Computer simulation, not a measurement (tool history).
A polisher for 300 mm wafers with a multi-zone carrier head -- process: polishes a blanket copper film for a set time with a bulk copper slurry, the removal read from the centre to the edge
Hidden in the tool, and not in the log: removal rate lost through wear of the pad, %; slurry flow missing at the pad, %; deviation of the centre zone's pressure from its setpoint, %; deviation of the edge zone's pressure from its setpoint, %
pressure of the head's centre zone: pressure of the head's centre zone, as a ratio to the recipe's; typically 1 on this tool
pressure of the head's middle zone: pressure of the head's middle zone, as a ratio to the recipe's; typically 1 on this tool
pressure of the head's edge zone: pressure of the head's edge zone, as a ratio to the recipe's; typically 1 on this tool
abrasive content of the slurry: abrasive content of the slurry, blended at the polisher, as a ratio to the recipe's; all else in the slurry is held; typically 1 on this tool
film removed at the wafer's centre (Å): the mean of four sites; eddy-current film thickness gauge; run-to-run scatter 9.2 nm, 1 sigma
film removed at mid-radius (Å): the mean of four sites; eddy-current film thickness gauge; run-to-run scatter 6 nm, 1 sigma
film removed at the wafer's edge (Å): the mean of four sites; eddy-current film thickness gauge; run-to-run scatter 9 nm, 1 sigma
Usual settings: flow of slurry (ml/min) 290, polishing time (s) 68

run   hour  flow of slurry (ml/min)  pressure of the head's centre zone  pressure of the head's middle zone  pressure of the head's edge zone  abrasive content of the slurry  polishing time (s)  wafers since the last listed run  wafers polished on this pad  hours since the slurry nozzle was cleaned  hours since the centre zone pressure was calibrated  hours since the edge zone pressure was calibrated  hours since the carrier head's membrane was replaced  incoming thickness of the incoming film, nm  film removed at the wafer's centre (Å)  film removed at mid-radius (Å)  film removed at the wafer's edge (Å)
  1      0                      325                                   1                                1.06                                 1                               1                  68                                 0                          254                                      462.6                                               1023.1                                             1148.8                                                1413.1                                       3703.5                                    7881                            8044                                  7651
  2   34.5                      325                                   1                                1.06                                 1                               1                  68                               343                          597                                      497.1                                               1057.6                                             1183.3                                                1447.6                                       3745.1                                    7230                            7668                                  7286
  3   50.9                      325                                   1                                1.06                                 1                               1                  68                               163                          761                                      513.5                                                 1074                                             1199.7                                                  1464                                         3743                                    7041                            7597                                  7183
      59.3  -- centre zone pressure recalibrated
      65.1  -- worn pad replaced by a new one
  4   65.6                      290                                   1                                   1                                 1                               1                  68                                86                            4                                      528.2                                                  6.3                                             1214.4                                                1478.7                                       3705.7                                    7731                            7775                                  7903
  5   70.3                      290                                   1                                   1                                 1                               1                  68                                46                           51                                      532.9                                                   11                                             1219.1                                                1483.4                                       3671.8                                    7762                            7813                                  7802
  6   79.4                      290                                   1                                   1                                 1                               1                  68                                90                          142                                        542                                                 20.1                                             1228.2                                                1492.5                                       3795.6                                    7592                            7628                                  7666
  7   89.8                      290                                1.08                                   1                                 1                               1                  68                               103                          245                                      552.4                                                 30.5                                             1238.6                                                1502.9                                       3763.3                                    8095                            7544                                  7639
     106.6  -- carrier head's membrane replaced by a new one
  8  136.3                      290                                1.08                                   1                              1.04                               1                  56                               412                          658                                      598.9                                                   77                                             1285.1                                                  29.7                                         3700                                    6230                            5837                                  5912
     143.1  -- slurry nozzle cleaned
  9  148.1                      315                                1.06                                0.97                              0.89                               1                  68                               107                          765                                          5                                                 88.8                                             1296.9                                                  41.5                                       3717.2                                    7837                            7293                                  7049
 10  156.4                      290                                   1                                   1                                 1                               1                  68                                82                          848                                       13.3                                                 97.1                                             1305.2                                                  49.8                                       3703.6                                    7368                            7261                                  7259
     168.4  -- worn pad replaced by a new one
 11  170.4                      290                                1.08                                   1                              1.04                               1                  56                                99                           20                                       27.3                                                111.1                                             1319.2                                                  63.8                                       3756.1                                    7237                            6695                                  6712
 12  177.3                      290                                 0.9                                0.88                                 1                               1                  68                                68                           88                                       34.2                                                  118                                             1326.1                                                  70.7                                       3726.7                                    7180                            7220                                  8017
       187  -- edge zone pressure recalibrated
 13    188                      290                                   1                                0.92                                 1                               1                  45                                86                          175                                       44.9                                                128.7                                                  1                                                  81.4                                       3757.8                                    5234                            4859                                  5160
 14  205.7                      330                                   1                                   1                              0.91                               1                  79                               176                          351                                       62.6                                                146.4                                               18.7                                                  99.1                                       3741.7                                    9198                            9121                                  8562
 15  231.2                      290                                0.95                                 1.1                                 1                               1                  68                               253                          604                                       88.1                                                171.9                                               44.2                                                 124.6                                       3739.6                                    7247                            8098                                  7314
 16  248.2                      290                                   1                                0.89                                 1                               1                  68                               169                          773                                      105.1                                                188.9                                               61.2                                                 141.6                                         3759                                    7441                            6527                                  7397
 17  261.2                      290                                   1                                   1                                 1                               1                  68                               129                          903                                      118.1                                                201.9                                               74.2                                                 154.6                                       3701.2                                    7198                            7198                                  7025
     279.2  -- worn pad replaced by a new one
 18  313.6                      290                                   1                                   1                                 1                               1                  68                               481                          342                                      170.5                                                254.3                                              126.6                                                   207                                       3801.7                                    7795                            7726                                  7616
 19    366                      345                                   1                                   1                                 1                             0.8                  68                               521                          863                                      222.9                                                306.7                                                179                                                 259.4                                       3744.6                                    6988                            6990                                  7011
     376.5  -- worn pad replaced by a new one
 20  379.7                      245                                0.88                                1.06                                 1                               1                  68                                96                           31                                      236.6                                                320.4                                              192.7                                                 273.1                                       3721.4                                    6928                            8176                                  7789

Branching from run 20: 5 alternative next runs. What would each branch give?
  A  380.1                      290                                   1                                   1                                 1                               1                  68                                 3                           35                                        237                                                320.8                                              193.1                                                 273.5                                       3790.8                                       ?                               ?                                     ?
  B  380.1                      290                                   1                                   1                                 1                               1                  86                                 3                           35                                        237                                                320.8                                              193.1                                                 273.5                                       3790.8                                       ?                               ?                                     ?
  C  380.1                      215                                   1                                   1                                 1                            0.75                  68                                 3                           35                                        237                                                320.8                                              193.1                                                 273.5                                       3790.8                                       ?                               ?                                     ?
  D  380.1                      355                                   1                                0.97                                 1                               1                  68                                 3                           35                                        237                                                320.8                                              193.1                                                 273.5                                       3790.8                                       ?                               ?                                     ?
  E  380.1                      290                                0.94                                   1                                 1                               1                  68                                 3                           35                                        237                                                320.8                                              193.1                                                 273.5                                       3790.8                                       ?                               ?                                     ?

run  film removed at the wafer's centre (Å)  film removed at mid-radius (Å)  film removed at the wafer's edge (Å)
  A                                    7933                            8038                                  8099
  B                                   10033                           10165                                 10243
  C                                    7059                            7191                                  7336
  D                                    8146                            8026                                  8254
  E                                    7475                            8040                                  8099
Had the tool no hidden state, the same runs would have come out as:
run  film removed at the wafer's centre (Å)  film removed at mid-radius (Å)  film removed at the wafer's edge (Å)
  A                                    8163                            8253                                  8273
  B                                   10324                           10437                                 10463
  C                                    7332                            7444                                  7536
  D                                    8343                            8207                                  8406
  E                                    7692                            8255                                  8273

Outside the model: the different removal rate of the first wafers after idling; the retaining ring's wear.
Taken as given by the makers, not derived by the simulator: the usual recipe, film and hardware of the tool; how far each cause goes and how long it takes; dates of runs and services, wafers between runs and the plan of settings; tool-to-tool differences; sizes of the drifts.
